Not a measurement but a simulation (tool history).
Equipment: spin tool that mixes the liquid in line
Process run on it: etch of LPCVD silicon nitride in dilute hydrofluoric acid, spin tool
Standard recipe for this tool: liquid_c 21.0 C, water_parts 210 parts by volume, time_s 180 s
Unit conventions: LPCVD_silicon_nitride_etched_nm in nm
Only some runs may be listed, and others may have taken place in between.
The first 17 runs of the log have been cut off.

run   hour  liquid_c  water_parts  time_s  read-back film thickness of the LPCVD silicon nitride reference wafer, read on the same gauge (nm)  LPCVD_silicon_nitride_etched_nm
 18  292.1      25.0          130     100                                                                                             149.989                            0.425
 19  306.0      17.0          210     180                                                                                             150.010                            0.285
 20  323.5      17.0          260     225                                                                                             150.000                            0.299
     332.9  -- thermometer replaced
 21  336.0      21.0          210     180                                                                                             150.000                            0.380
 22  360.2      21.0          210     180                                                                                             150.037                            0.378
 23  371.5      21.0          210     180                                                                                             150.007                            0.364
 24  382.5      19.5          275     180                                                                                             150.009                            0.244
 25  399.0      21.0          210     180                                                                                             149.973                            0.357
 26  405.9      24.0          145     105                                                                                             149.988                            0.413
 27  414.6      24.5          210     145                                                                                             150.017                            0.376
 28  422.4      23.0          280     255                                                                                             150.021                            0.442
 29  438.1      19.5          275     180                                                                                             150.004                            0.266

Expected results for the next run?
 30  445.5      25.5          145     125                                                                                                   ?                                ?

read-back film thickness of the LPCVD silicon nitride reference wafer, read on the same gauge (nm): 149.995
LPCVD_silicon_nitride_etched_nm: 0.499 nm
Without the tool's hidden state the same run would have given LPCVD_silicon_nitride_etched_nm 0.499 nm.
